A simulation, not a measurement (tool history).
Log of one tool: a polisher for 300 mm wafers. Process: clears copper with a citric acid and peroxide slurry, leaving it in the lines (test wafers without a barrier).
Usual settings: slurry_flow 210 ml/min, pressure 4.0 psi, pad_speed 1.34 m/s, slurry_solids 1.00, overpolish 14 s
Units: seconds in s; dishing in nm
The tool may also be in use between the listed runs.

| run | hour | slurry_flow | pressure | pad_speed | slurry_solids | overpolish | wafers since the last listed run | wafers polished on this pad | hours since the slurry nozzle was cleaned | hours since the head pressure was calibrated | hours since the slurry blender was calibrated | incoming thickness of the incoming film, nm | seconds | dishing |
|---|---|---|---|---|---|---|---|---|---|---|---|---|---|---|
| 1 | 0.0 | 210 | 4.0 | 1.34 | 1.00 | 14 | 0 | 649 | 115.4 | 30.3 | 8.6 | 627.5 | 184.0 | 20.8 |
| 2 | 33.9 | 210 | 4.0 | 1.34 | 1.00 | 14 | 296 | 945 | 149.3 | 64.2 | 42.5 | 621.9 | 190.4 | 20.3 |
|  | 51.1 | worn pad replaced by a new one |
| 3 | 58.3 | 210 | 4.0 | 1.66 | 1.00 | 14 | 178 | 62 | 173.7 | 88.6 | 66.9 | 630.3 | 158.7 | 22.6 |
|  | 72.1 | slurry nozzle cleaned |
| 4 | 77.4 | 210 | 4.0 | 1.66 | 1.00 | 14 | 158 | 220 | 5.3 | 107.7 | 86.0 | 622.2 | 144.7 | 24.8 |
| 5 | 96.3 | 210 | 4.0 | 1.34 | 1.00 | 16 | 165 | 385 | 24.2 | 126.6 | 104.9 | 621.5 | 181.7 | 23.6 |
| 6 | 114.9 | 210 | 4.0 | 1.34 | 1.00 | 16 | 162 | 548 | 42.8 | 145.2 | 123.5 | 614.3 | 181.2 | 23.5 |
|  | 121.2 | slurry blender recalibrated |
| 7 | 133.3 | 210 | 4.0 | 1.34 | 1.00 | 16 | 143 | 691 | 61.2 | 163.6 | 12.1 | 635.0 | 185.6 | 22.6 |
| 8 | 162.1 | 210 | 4.0 | 1.34 | 1.00 | 11 | 251 | 943 | 90.0 | 192.4 | 40.9 | 628.8 | 190.1 | 18.3 |
| 9 | 186.5 | 210 | 4.0 | 1.34 | 1.00 | 14 | 213 | 1156 | 114.4 | 216.8 | 65.3 | 622.6 | 190.5 | 21.5 |
|  | 209.6 | worn pad replaced by a new one |
| 10 | 222.1 | 210 | 4.0 | 1.34 | 1.00 | 14 | 276 | 109 | 150.0 | 252.4 | 100.9 | 628.1 | 189.2 | 21.3 |
| 11 | 247.6 | 210 | 4.0 | 1.34 | 1.00 | 14 | 222 | 331 | 175.5 | 277.9 | 126.4 | 625.9 | 185.6 | 21.1 |
|  | 257.7 | slurry nozzle cleaned |
|  | 260.9 | slurry blender recalibrated |
| 12 | 270.7 | 210 | 4.0 | 1.34 | 1.00 | 14 | 175 | 507 | 13.0 | 301.0 | 9.8 | 623.1 | 182.7 | 21.4 |
| 13 | 303.9 | 140 | 4.0 | 1.34 | 1.00 | 14 | 290 | 797 | 46.2 | 334.2 | 43.0 | 619.8 | 184.0 | 21.2 |
|  | 331.0 | worn pad replaced by a new one |
|  | 363.6 | head pressure recalibrated |
| 14 | 367.0 | 210 | 4.0 | 1.34 | 1.00 | 14 | 498 | 297 | 109.3 | 3.4 | 106.1 | 620.1 | 184.5 | 21.6 |
| 15 | 379.7 | 210 | 4.0 | 1.34 | 0.80 | 16 | 110 | 408 | 122.0 | 16.1 | 118.8 | 619.1 | 193.3 | 21.8 |
| 16 | 396.7 | 255 | 4.0 | 1.74 | 1.00 | 14 | 148 | 556 | 139.0 | 33.1 | 135.8 | 617.5 | 144.1 | 24.3 |
|  | 402.1 | slurry blender recalibrated |
| 17 | 417.6 | 210 | 4.0 | 1.34 | 1.00 | 14 | 165 | 721 | 159.9 | 54.0 | 15.5 | 633.3 | 188.4 | 20.8 |
| 18 | 451.9 | 210 | 4.0 | 1.34 | 1.00 | 14 | 299 | 1021 | 194.2 | 88.3 | 49.8 | 628.6 | 194.6 | 20.4 |
|  | 460.1 | worn pad replaced by a new one |
| 19 | 477.3 | 230 | 4.0 | 1.60 | 0.80 | 7 | 186 | 150 | 219.6 | 113.7 | 75.2 | 625.7 | 166.9 | 14.1 |
|  | 501.6 | slurry nozzle cleaned |
|  | 556.4 | slurry blender recalibrated |
| 20 | 574.8 | 210 | 4.0 | 1.34 | 1.15 | 14 | 825 | 976 | 73.2 | 211.2 | 18.4 | 636.5 | 177.8 | 21.5 |
|  | 588.8 | worn pad replaced by a new one |
| 21 | 607.8 | 275 | 4.0 | 1.04 | 1.00 | 14 | 253 | 166 | 106.2 | 244.2 | 51.4 | 618.5 | 221.3 | 19.0 |
| 22 | 643.4 | 180 | 4.0 | 1.34 | 1.20 | 14 | 311 | 477 | 141.8 | 279.8 | 87.0 | 612.4 | 181.9 | 21.4 |
| 23 | 665.2 | 210 | 4.0 | 1.34 | 1.00 | 14 | 190 | 667 | 163.6 | 301.6 | 108.8 | 626.4 | 180.4 | 21.8 |
|  | 680.9 | slurry blender recalibrated |
| 24 | 691.3 | 210 | 4.0 | 1.34 | 1.10 | 17 | 210 | 878 | 189.7 | 327.7 | 10.4 | 632.8 | 191.7 | 23.4 |

Forecast each of these 3 alternatives for the next run:
| A | 691.8 | 210 | 4.0 | 1.34 | 1.00 | 14 | 4 | 882 | 190.2 | 328.2 | 10.9 | 624.5 | ? | ? |
| B | 691.8 | 210 | 5.1 | 1.34 | 1.00 | 11 | 4 | 882 | 190.2 | 328.2 | 10.9 | 624.5 | ? | ? |
| C | 691.8 | 210 | 4.0 | 1.58 | 1.30 | 14 | 4 | 882 | 190.2 | 328.2 | 10.9 | 624.5 | ? | ? |

| run | seconds | dishing |
|---|---|---|
| A | 187.8 | 20.6 |
| B | 147.7 | 20.7 |
| C | 153.8 | 23.1 |
Without the tool's hidden state the same runs would have given:
| run | seconds | dishing |
|---|---|---|
| A | 176.4 | 21.4 |
| B | 138.8 | 21.5 |
| C | 144.5 | 23.9 |
